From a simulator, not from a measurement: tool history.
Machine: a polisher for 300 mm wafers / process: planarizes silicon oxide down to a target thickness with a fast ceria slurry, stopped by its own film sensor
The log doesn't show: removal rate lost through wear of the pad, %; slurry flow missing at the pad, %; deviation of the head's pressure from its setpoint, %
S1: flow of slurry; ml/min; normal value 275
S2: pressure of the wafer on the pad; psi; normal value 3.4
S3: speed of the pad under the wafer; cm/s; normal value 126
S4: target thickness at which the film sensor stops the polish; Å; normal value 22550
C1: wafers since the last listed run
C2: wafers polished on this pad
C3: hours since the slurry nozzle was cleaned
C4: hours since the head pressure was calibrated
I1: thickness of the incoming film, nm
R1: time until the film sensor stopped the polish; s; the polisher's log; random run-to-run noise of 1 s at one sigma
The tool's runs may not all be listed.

Run 1, hour 0: usual settings but S1 215 ml/min; C1 0; C2 1247; C3 304.9; C4 803.2; I1 3522.4. Result: R1 54.1 s.
Run 2, hour 18.8: usual settings but S1 215 ml/min; C1 161; C2 1408; C3 323.7; C4 822; I1 3489.2. Result: R1 51.2 s.
At hour 51.9: worn pad replaced by a new one.
Run 3, hour 52.4: usual settings but S1 225 ml/min; C1 254; C2 4; C3 357.3; C4 855.6; I1 3462.9. Result: R1 49.2 s.
Run 4, hour 73: usual settings but S1 225 ml/min; C1 177; C2 181; C3 377.9; C4 876.2; I1 3492.1. Result: R1 51.6 s.
Run 5, hour 86.9: usual settings but S1 225 ml/min; C1 119; C2 300; C3 391.8; C4 890.1; I1 3548.2. Result: R1 53.5 s.
Run 6, hour 100.9: usual settings but S4 19500 Å; C1 120; C2 421; C3 405.8; C4 904.1; I1 3543.6. Result: R1 66.6 s.
Run 7, hour 132.6: usual settings; C1 272; C2 693; C3 437.5; C4 935.8; I1 3591.8. Result: R1 53.3 s.
Run 8, hour 154.2: usual settings; C1 185; C2 879; C3 459.1; C4 957.4; I1 3440.1. Result: R1 48.5 s.
Run 9, hour 177.4: usual settings but S4 21180 Å; C1 199; C2 1078; C3 482.3; C4 980.6; I1 3549.2. Result: R1 58.9 s.
Run 10, hour 195.9: usual settings but S4 21180 Å; C1 158; C2 1237; C3 500.8; C4 999.1; I1 3444.4. Result: R1 54.4 s.
Run 11, hour 223.7: usual settings but S4 19620 Å; C1 238; C2 1476; C3 528.6; C4 1026.9; I1 3478.3. Result: R1 62.8 s.
At hour 245.3: worn pad replaced by a new one.
Run 12, hour 286.4: usual settings but S4 19620 Å; C1 504; C2 352; C3 591.3; C4 1089.6; I1 3472.2. Result: R1 60.7 s.
At hour 301.3: slurry nozzle cleaned.
Run 13, hour 308.2: usual settings but S1 250 ml/min; C1 178; C2 531; C3 6.9; C4 1111.4; I1 3539.6. Result: R1 53.1 s.
Run 14, hour 336.9: usual settings but S1 250 ml/min; C1 246; C2 778; C3 35.6; C4 1140.1; I1 3523.2. Result: R1 52.7 s.
Run 15, hour 353.3: usual settings; C1 140; C2 919; C3 52; C4 1156.5; I1 3518.2. Result: R1 51.5 s.
Run 16, hour 380.5: usual settings; C1 233; C2 1153; C3 79.2; C4 1183.7; I1 3449.1. Result: R1 49.3 s.
Run 17, hour 403.1: usual settings; C1 194; C2 1347; C3 101.8; C4 1206.3; I1 3459.6. Result: R1 50 s.
Run 18, hour 420.6: usual settings; C1 150; C2 1497; C3 119.3; C4 1223.8; I1 3539.6. Result: R1 51.8 s.
At hour 425.9: worn pad replaced by a new one.
Run 19, hour 435.5: usual settings but S1 220 ml/min, S3 140 cm/s, S4 24590 Å; C1 93; C2 82; C3 134.2; C4 1238.7; I1 3544.8. Result: R1 43 s.
At hour 462: head pressure recalibrated.
Run 20, hour 471.4: usual settings; C1 291; C2 374; C3 170.1; C4 9.4; I1 3537.2. Result: R1 51 s.
Run 21, hour 495.5: usual settings but S2 2.9 psi, S3 88 cm/s; C1 207; C2 581; C3 194.2; C4 33.5; I1 3536. Result: R1 87.4 s.
Run 22, hour 531.4: usual settings but S1 310 ml/min; C1 308; C2 889; C3 230.1; C4 69.4; I1 3556.2. Result: R1 52.4 s.
Run 23, hour 558.2: usual settings but S1 310 ml/min, S2 3.9 psi, S3 112 cm/s, S4 18590 Å; C1 230; C2 1119; C3 256.9; C4 96.2; I1 3501.3. Result: R1 66.2 s.
At hour 579.4: worn pad replaced by a new one.
Run 24, hour 592.3: usual settings but S3 112 cm/s; C1 258; C2 111; C3 291; C4 130.3; I1 3583.9. Result: R1 60.3 s.
Run 25, hour 614.2: usual settings but S4 25470 Å; C1 188; C2 299; C3 312.9; C4 152.2; I1 3482.9. Result: R1 38.2 s.
Run 26, hour 646.3: usual settings but S1 355 ml/min; C1 275; C2 575; C3 345; C4 184.3; I1 3511.7. Result: R1 50.1 s.
Run 27, hour 665.7: usual settings but S1 335 ml/min, S3 140 cm/s; C1 166; C2 741; C3 364.4; C4 203.7; I1 3508.8. Result: R1 46.4 s.
Run 28, hour 684.7: usual settings but S4 26400 Å; C1 163; C2 905; C3 383.4; C4 222.7; I1 3451.9. Result: R1 34.3 s.
Run 29, hour 713.6: usual settings but S1 300 ml/min; C1 248; C2 1153; C3 412.3; C4 251.6; I1 3508.1. Result: R1 50.4 s.
At hour 741.7: worn pad replaced by a new one.
Run 30, hour 746.3: usual settings; C1 246; C2 39; C3 445; C4 284.3; I1 3513.6. Result: R1 50.2 s.
Run 31, hour 779.6: usual settings; C1 286; C2 325; C3 478.3; C4 317.6; I1 3502.8. Result: R1 51.8 s.
Run 32, hour 791.7: usual settings; C1 103; C2 429; C3 490.4; C4 329.7; I1 3561.6. Result: R1 53.8 s.
Run 33, hour 827: usual settings; C1 303; C2 732; C3 525.7; C4 365; I1 3572.7. Result: R1 54.8 s.
Run 34, hour 845: usual settings but S3 154 cm/s, S4 24840 Å; C1 154; C2 887; C3 543.7; C4 383; I1 3471.2. Result: R1 34 s.
Run 35, hour 867: usual settings but S2 2.7 psi; C1 189; C2 1076; C3 565.7; C4 405; I1 3492.7. Result: R1 62.2 s.
Run 36, hour 898.4: usual settings but S2 4.2 psi, S4 20470 Å; C1 269; C2 1346; C3 597.1; C4 436.4; I1 3458.7. Result: R1 47.7 s.

Exercise: give the hidden state of the tool at every run:
removal rate lost through wear of the pad, %: 0 on each run
slurry flow missing at the pad, %: 0 on each run
deviation of the head's pressure from its setpoint, %: 0 on each run
